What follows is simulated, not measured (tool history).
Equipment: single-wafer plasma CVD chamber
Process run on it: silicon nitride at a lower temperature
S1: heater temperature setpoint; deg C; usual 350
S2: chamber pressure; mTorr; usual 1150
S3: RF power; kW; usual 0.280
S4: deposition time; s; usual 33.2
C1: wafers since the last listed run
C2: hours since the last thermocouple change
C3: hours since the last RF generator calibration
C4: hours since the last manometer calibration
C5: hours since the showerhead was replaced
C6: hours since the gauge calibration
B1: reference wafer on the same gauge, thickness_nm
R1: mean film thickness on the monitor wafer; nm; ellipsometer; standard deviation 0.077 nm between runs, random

Run 1, hour 0.0: usual settings but S1 357 deg C; C1 0; C2 1797.1; C3 539.4; C4 1920.5; C5 7065.0; C6 295.7; B1 38.987. Result: R1 32.974 nm.
Run 2, hour 12.2: usual settings but S3 0.240 kW; C1 200; C2 1809.3; C3 551.6; C4 1932.7; C5 7077.2; C6 307.9; B1 39.016. Result: R1 30.479 nm.
Run 3, hour 29.3: usual settings but S3 0.240 kW; C1 280; C2 1826.4; C3 568.7; C4 1949.8; C5 7094.3; C6 325.0; B1 39.045. Result: R1 30.540 nm.
Run 4, hour 125.3: usual settings; C1 1576; C2 1922.4; C3 664.7; C4 2045.8; C5 7190.3; C6 421.0; B1 38.988. Result: R1 32.962 nm.
Run 5, hour 153.2: usual settings; C1 458; C2 1950.3; C3 692.6; C4 2073.7; C5 7218.2; C6 448.9; B1 38.992. Result: R1 32.828 nm.
At hour 184.6: showerhead replaced.
At hour 185.9: thermocouple changed; heater temperature recalibrated.
Run 6, hour 186.8: usual settings but S1 343 deg C; C1 399; C2 0.9; C3 726.2; C4 2107.3; C5 2.2; C6 482.5; B1 39.012. Result: R1 33.006 nm.
Run 7, hour 211.2: usual settings but S1 356 deg C; C1 400; C2 25.3; C3 750.6; C4 2131.7; C5 26.6; C6 506.9; B1 39.007. Result: R1 32.696 nm.
Run 8, hour 231.2: usual settings but S1 356 deg C; C1 328; C2 45.3; C3 770.6; C4 2151.7; C5 46.6; C6 526.9; B1 38.976. Result: R1 32.634 nm.
Run 9, hour 254.6: usual settings but S1 356 deg C; C1 384; C2 68.7; C3 794.0; C4 2175.1; C5 70.0; C6 550.3; B1 38.992. Result: R1 32.499 nm.
At hour 262.8: gauge calibrated.
Run 10, hour 271.9: usual settings but S2 990 mTorr; C1 284; C2 86.0; C3 811.3; C4 2192.4; C5 87.3; C6 9.1; B1 39.021. Result: R1 31.990 nm.
At hour 288.9: capacitance manometer re-zeroed and calibrated.
Run 11, hour 296.2: usual settings; C1 267; C2 110.3; C3 835.6; C4 7.3; C5 111.6; C6 33.4; B1 38.972. Result: R1 32.831 nm.
Run 12, hour 313.6: usual settings; C1 285; C2 127.7; C3 853.0; C4 24.7; C5 129.0; C6 50.8; B1 38.995. Result: R1 32.451 nm.
At hour 334.6: RF generator calibrated.
Run 13, hour 335.1: usual settings; C1 221; C2 149.2; C3 0.5; C4 46.2; C5 150.5; C6 72.3; B1 38.999. Result: R1 33.308 nm.
Run 14, hour 351.1: usual settings; C1 262; C2 165.2; C3 16.5; C4 62.2; C5 166.5; C6 88.3; B1 39.022. Result: R1 33.291 nm.
Run 15, hour 379.9: usual settings but S1 358 deg C, S3 0.225 kW; C1 472; C2 194.0; C3 45.3; C4 91.0; C5 195.3; C6 117.1; B1 39.017. Result: R1 29.626 nm.
Run 16, hour 407.3: usual settings but S1 363 deg C, S2 1410 mTorr; C1 449; C2 221.4; C3 72.7; C4 118.4; C5 222.7; C6 144.5; B1 39.003. Result: R1 34.136 nm.
Run 17, hour 428.4: usual settings but S1 357 deg C, S3 0.230 kW, S4 38.6 s; C1 346; C2 242.5; C3 93.8; C4 139.5; C5 243.8; C6 165.6; B1 39.027. Result: R1 34.877 nm.
Run 18, hour 463.0: usual settings; C1 568; C2 277.1; C3 128.4; C4 174.1; C5 278.4; C6 200.2; B1 39.016. Result: R1 33.346 nm.
Run 19, hour 476.1: usual settings but S3 0.240 kW; C1 215; C2 290.2; C3 141.5; C4 187.2; C5 291.5; C6 213.3; B1 38.999. Result: R1 30.806 nm.
Run 20, hour 502.1: usual settings but S1 344 deg C, S2 1420 mTorr, S3 0.325 kW; C1 426; C2 316.2; C3 167.5; C4 213.2; C5 317.5; C6 239.3; B1 38.962. Result: R1 37.168 nm.
Run 21, hour 516.0: usual settings but S2 880 mTorr; C1 228; C2 330.1; C3 181.4; C4 227.1; C5 331.4; C6 253.2; B1 39.001. Result: R1 31.991 nm.
Run 22, hour 532.1: usual settings but S1 343 deg C, S4 30.8 s; C1 264; C2 346.2; C3 197.5; C4 243.2; C5 347.5; C6 269.3; B1 38.970. Result: R1 30.907 nm.
Run 23, hour 563.9: usual settings; C1 522; C2 378.0; C3 229.3; C4 275.0; C5 379.3; C6 301.1; B1 38.980. Result: R1 33.272 nm.
Run 24, hour 583.3: usual settings; C1 318; C2 397.4; C3 248.7; C4 294.4; C5 398.7; C6 320.5; B1 39.001. Result: R1 33.093 nm.
Run 25, hour 610.2: usual settings but S2 920 mTorr, S3 0.305 kW, S4 29.7 s; C1 441; C2 424.3; C3 275.6; C4 321.3; C5 425.6; C6 347.4; B1 39.020. Result: R1 29.941 nm.
Run 26, hour 644.0: usual settings but S1 336 deg C, S4 38.0 s; C1 555; C2 458.1; C3 309.4; C4 355.1; C5 459.4; C6 381.2; B1 38.981. Result: R1 38.329 nm.
Run 27, hour 677.1: usual settings; C1 543; C2 491.2; C3 342.5; C4 388.2; C5 492.5; C6 414.3; B1 38.991. Result: R1 33.185 nm.
Run 28, hour 690.8: usual settings; C1 224; C2 504.9; C3 356.2; C4 401.9; C5 506.2; C6 428.0; B1 39.003. Result: R1 33.074 nm.
Run 29, hour 708.7: usual settings but S3 0.295 kW, S4 27.6 s; C1 293; C2 522.8; C3 374.1; C4 419.8; C5 524.1; C6 445.9; B1 38.999. Result: R1 28.205 nm.
Run 30, hour 725.3: usual settings but S1 345 deg C, S4 35.5 s; C1 272; C2 539.4; C3 390.7; C4 436.4; C5 540.7; C6 462.5; B1 38.999. Result: R1 35.483 nm.

List, for all runs, the conditions of the tool that the log does not record:
wafer temperature above the value expected at the setpoint (K): 0 in every run
true pressure above the setpoint (%): 0 in every run
gauge reads high (%): 0 in every run
H1: delivered RF power above the setpoint (%)
run      H1
  1   -1.65
  2   -1.73
  3   -1.83
  4   -2.46
  5   -2.66
  6   -2.92
  7   -3.11
  8   -3.27
  9   -3.47
 10   -3.61
 11   -3.83
 12   -3.98
 13  -0.247
 14  -0.249
 15  -0.258
 16  -0.276
 17  -0.294
 18  -0.335
 19  -0.354
 20  -0.397
 21  -0.423
 22  -0.455
 23  -0.528
 24  -0.577
 25  -0.652
 26  -0.758
 27  -0.873
 28  -0.924
 29  -0.994
 30   -1.06
